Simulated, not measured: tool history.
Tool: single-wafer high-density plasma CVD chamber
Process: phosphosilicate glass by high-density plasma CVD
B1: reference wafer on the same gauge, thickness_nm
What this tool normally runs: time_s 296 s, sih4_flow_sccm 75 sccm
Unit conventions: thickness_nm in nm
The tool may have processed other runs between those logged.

Run 1, hour 0.0: usual settings; B1 1890.521. Result: thickness_nm 1972.606 nm.
Run 2, hour 43.8: usual settings; B1 1889.565. Result: thickness_nm 1973.519 nm.
Run 3, hour 52.9: usual settings; B1 1890.730. Result: thickness_nm 1966.820 nm.
Run 4, hour 60.8: usual settings but sih4_flow_sccm 69 sccm; B1 1889.686. Result: thickness_nm 1865.991 nm.
Run 5, hour 99.5: usual settings but sih4_flow_sccm 69 sccm; B1 1890.017. Result: thickness_nm 1865.670 nm.
Run 6, hour 114.9: usual settings but sih4_flow_sccm 69 sccm; B1 1889.433. Result: thickness_nm 1866.403 nm.
Run 7, hour 132.5: usual settings but time_s 262 s; B1 1890.220. Result: thickness_nm 1747.510 nm.
At hour 138.8: gauge calibrated.
Run 8, hour 145.3: usual settings but time_s 262 s; B1 1890.213. Result: thickness_nm 1746.741 nm.
Run 9, hour 155.8: usual settings; B1 1890.342. Result: thickness_nm 1965.691 nm.
Run 10, hour 167.7: usual settings; B1 1890.079. Result: thickness_nm 1973.799 nm.
Run 11, hour 180.8: usual settings; B1 1889.773. Result: thickness_nm 1975.423 nm.
Run 12, hour 195.4: usual settings; B1 1889.822. Result: thickness_nm 1974.181 nm.
Run 13, hour 206.0: usual settings but time_s 245 s, sih4_flow_sccm 90 sccm; B1 1890.562. Result: thickness_nm 1855.772 nm.
Run 14, hour 212.8: usual settings but sih4_flow_sccm 64 sccm; B1 1890.318. Result: thickness_nm 1771.743 nm.
At hour 227.9: silane flow controller replaced.
Run 15, hour 230.6: usual settings but time_s 338 s, sih4_flow_sccm 89 sccm; B1 1889.900. Result: thickness_nm 2538.637 nm.
Run 16, hour 240.8: usual settings but time_s 320 s, sih4_flow_sccm 81 sccm; B1 1890.035. Result: thickness_nm 2246.382 nm.
Run 17, hour 250.9: usual settings but time_s 253 s, sih4_flow_sccm 79 sccm; B1 1890.701. Result: thickness_nm 1748.987 nm.
Run 18, hour 267.7: usual settings but time_s 264 s, sih4_flow_sccm 81 sccm; B1 1889.779. Result: thickness_nm 1855.233 nm.
Run 19, hour 281.4: usual settings but time_s 255 s, sih4_flow_sccm 63 sccm; B1 1890.989. Result: thickness_nm 1511.470 nm.
Run 20, hour 288.7: usual settings but time_s 354 s, sih4_flow_sccm 84 sccm; B1 1890.437. Result: thickness_nm 2547.697 nm.
Run 21, hour 301.7: usual settings but time_s 255 s, sih4_flow_sccm 63 sccm; B1 1890.362. Result: thickness_nm 1511.331 nm.

Run 22 has not been measured yet. What should we expect?
Run 22, hour 318.2: usual settings but sih4_flow_sccm 68 sccm; B1 ?. Result: thickness_nm ?.

B1: 1889.840
thickness_nm: 1839.133 nm
If the tool had no hidden condition, the same run with the same run-to-run variation would have returned thickness_nm 1839.133 nm.
